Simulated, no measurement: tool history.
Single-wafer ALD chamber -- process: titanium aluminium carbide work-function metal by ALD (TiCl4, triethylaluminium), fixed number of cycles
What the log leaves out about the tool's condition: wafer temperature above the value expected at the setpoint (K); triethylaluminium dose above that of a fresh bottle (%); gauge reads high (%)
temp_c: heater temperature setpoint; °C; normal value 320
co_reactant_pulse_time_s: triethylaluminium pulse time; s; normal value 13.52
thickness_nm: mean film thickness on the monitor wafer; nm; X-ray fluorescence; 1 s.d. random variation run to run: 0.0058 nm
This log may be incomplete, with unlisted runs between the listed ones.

run     day  temp_c  co_reactant_pulse_time_s  wafers since the last listed run  hours since the last thermocouple change  hours since the last triethylaluminium bottle change  hours since the showerhead was replaced  hours since the gauge calibration  read-back reference wafer on the same gauge, thickness_nm  thickness_nm
  1       0     320                     13.52                                 0                                    1078.2                                                1702.6                                   4942.5                              136.6                                                      2.211         2.254
  2   1.454     320                     13.52                               246                                    1113.1                                                1737.5                                   4977.4                              171.5                                                      2.208         2.249
  3   2.188     320                     13.52                               124                                    1130.7                                                1755.1                                     4995                              189.1                                                       2.21         2.261
  4   3.583     320                     13.52                               236                                    1164.2                                                1788.6                                   5028.5                              222.6                                                      2.209          2.24
  5   4.667     320                     13.52                               183                                    1190.2                                                1814.6                                   5054.5                              248.6                                                       2.21         2.236
  6   6.788     320                     13.52                               359                                    1241.1                                                1865.5                                   5105.4                              299.5                                                      2.211         2.221
  7   7.412     327                     16.97                               105                                    1256.1                                                1880.5                                   5120.4                              314.5                                                      2.209         2.401
  8   8.746     320                     13.52                               226                                    1288.1                                                1912.5                                   5152.4                              346.5                                                      2.211         2.216
  9   9.929     320                     13.52                               200                                    1316.5                                                1940.9                                   5180.8                              374.9                                                      2.209         2.201
 10  11.358     320                     13.52                               242                                    1350.8                                                1975.2                                   5215.1                              409.2                                                       2.21         2.196
 11  12.242     320                     13.52                               149                                      1372                                                1996.4                                   5236.3                              430.4                                                       2.21         2.179
 12  12.808     320                     13.52                                96                                    1385.6                                                  2010                                   5249.9                                444                                                      2.211         2.186
 13  14.012     329                     13.52                               204                                    1414.5                                                2038.9                                   5278.8                              472.9                                                       2.21         2.236
 14    15.4     320                     13.52                               235                                    1447.8                                                2072.2                                   5312.1                              506.2                                                      2.207         2.152
     15.871  -- triethylaluminium bottle replaced
 15  16.271     306                     15.22                                91                                    1468.7                                                   9.6                                     5333                              527.1                                                      2.207         2.287
 16    17.1     314                     10.63                               140                                    1488.6                                                  29.5                                   5352.9                                547                                                      2.208         2.242
     17.838  -- showerhead replaced
 17  17.858     330                     11.43                                72                                    1506.8                                                  47.7                                      0.5                              565.2                                                      2.211         2.424
     18.496  -- gauge calibrated
 18  18.758     320                     13.52                               152                                    1528.4                                                  69.3                                     22.1                                6.3                                                      2.209         2.393
     19.454  -- thermocouple changed; heater temperature recalibrated
 19  21.604     311                     13.52                               425                                      51.6                                                 137.6                                     90.4                               74.6                                                       2.21         2.269
 20  22.308     320                     13.52                               119                                      68.5                                                 154.5                                    107.3                               91.5                                                      2.209         2.352
 21  26.408     328                     11.46                               694                                     166.9                                                 252.9                                    205.7                              189.9                                                       2.21         2.355
 22  27.375     310                      9.24                               163                                     190.1                                                 276.1                                    228.9                              213.1                                                       2.21         2.023
 23  28.071     320                     13.52                               117                                     206.8                                                 292.8                                    245.6                              229.8                                                       2.21         2.346
 24  28.592     331                      15.5                                88                                     219.3                                                 305.3                                    258.1                              242.3                                                      2.209         2.453
 25  29.246     324                      9.48                               110                                       235                                                   321                                    273.8                                258                                                      2.211         2.173

4 options for the next run, each taken on its own from the tool as it stands now. Forecast them:
  A  29.262     320                     13.52                                 2                                     235.4                                                 321.4                                    274.2                              258.4                                                          ?             ?
  B  29.262     309                     10.13                                 2                                     235.4                                                 321.4                                    274.2                              258.4                                                          ?             ?
  C  29.262     308                     15.28                                 2                                     235.4                                                 321.4                                    274.2                              258.4                                                          ?             ?
  D  29.262     311                     11.43                                 2                                     235.4                                                 321.4                                    274.2                              258.4                                                          ?             ?

run  read-back reference wafer on the same gauge, thickness_nm  thickness_nm
  A                                                      2.212         2.349
  B                                                      2.212          2.12
  C                                                      2.212          2.26
  D                                                      2.212         2.219
Stripped of hidden state, with their random variation kept, the same runs would have yielded:
run  thickness_nm
  A         2.343
  B         2.117
  C         2.253
  D         2.214
